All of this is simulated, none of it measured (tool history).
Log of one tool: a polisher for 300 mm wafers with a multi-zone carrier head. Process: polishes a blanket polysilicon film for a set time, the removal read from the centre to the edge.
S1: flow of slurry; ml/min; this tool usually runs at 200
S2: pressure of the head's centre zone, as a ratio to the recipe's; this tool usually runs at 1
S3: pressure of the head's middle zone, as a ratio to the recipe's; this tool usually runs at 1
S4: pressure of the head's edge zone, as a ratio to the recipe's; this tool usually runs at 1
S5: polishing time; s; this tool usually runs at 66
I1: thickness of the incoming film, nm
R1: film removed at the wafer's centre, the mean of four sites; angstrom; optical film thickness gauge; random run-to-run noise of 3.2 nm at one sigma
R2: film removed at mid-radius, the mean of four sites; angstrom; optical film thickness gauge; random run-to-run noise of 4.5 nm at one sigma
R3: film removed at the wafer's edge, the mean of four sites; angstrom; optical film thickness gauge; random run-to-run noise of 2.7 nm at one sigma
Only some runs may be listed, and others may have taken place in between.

run	hour	S1	S2	S3	S4	S5	I1	R1	R2	R3
1	0	230	1	1	1	66	1854.3	3168	3398	3422
# hour 54.4: slurry nozzle cleaned
2	72.9	230	1	1	1	66	1839.9	3069	3422	3392
3	113.8	200	1	1	0.95	66	1833.2	3032	3326	3307
4	216.5	200	1	1	1	71	1856.7	3187	3630	3654
# hour 311.8: worn pad replaced by a new one
5	322.3	200	1	1	1	71	1858.9	3149	3569	3588
6	429.4	200	1	0.92	1	66	1861.9	2893	3114	3310
7	491.8	200	1	1	1	66	1864.8	2835	3455	3361
# hour 502: carrier head's membrane replaced by a new one
# hour 507.1: slurry nozzle cleaned
8	537.1	200	1	1	1	66	1823.8	2814	3298	3405
# hour 562.4: centre zone pressure recalibrated
9	611.8	200	1	1	1	66	1838.9	3165	3415	3346
# hour 626.2: worn pad replaced by a new one
10	662.1	200	1	1	1	66	1830.8	3273	3310	3350
11	729.2	150	1	1.04	1.05	43	1832.1	1901	2156	2133
# hour 779.2: edge zone pressure recalibrated
12	835	200	1	1	1	66	1830.2	3115	3299	3345
13	880.9	200	1	1	1	71	1830.6	3351	3598	3560
14	938.8	200	1	1	1	66	1825.1	3113	3332	3387
# hour 958.1: slurry nozzle cleaned
# hour 995.3: worn pad replaced by a new one
15	1037.3	200	1	1	0.93	66	1805	3013	3373	3298
16	1108.7	170	1	0.97	1	59	1822.9	2597	2832	2985
17	1158.7	200	0.9	1.03	1.05	72	1832.1	2909	3673	3709
18	1218.7	200	1	1.09	1.07	56	1845.1	2496	3058	2935
19	1298.1	200	1	1	0.9	66	1818.4	2915	3338	3259
# hour 1343.5: centre zone pressure recalibrated
20	1373.7	145	1	1	1.07	66	1838	3180	3174	3252
# hour 1374.9: slurry nozzle cleaned
# hour 1391.6: worn pad replaced by a new one
21	1436.3	200	1	1	1	66	1851.9	3280	3310	3382
22	1496.1	200	1	1	1	84	1838.2	4125	4310	4293

Each row is a separate what-if for the run after 22, all from the same tool condition, not one after another. Results?
A	1496.5	200	1	1	1	66	1848.8	?	?	?
B	1496.5	200	0.89	1.08	1	66	1848.8	?	?	?
C	1496.5	220	1	1	0.97	56	1848.8	?	?	?
D	1496.5	240	1.09	1	0.9	45	1848.8	?	?	?

run	R1	R2	R3
A	3300	3400	3390
B	2936	3632	3387
C	2845	2927	2884
D	2526	2379	2295
Stripped of hidden state, with their random variation kept, the same runs would have yielded:
run	R1	R2	R3
A	3300	3400	3390
B	2936	3632	3387
C	2845	2927	2884
D	2526	2379	2295
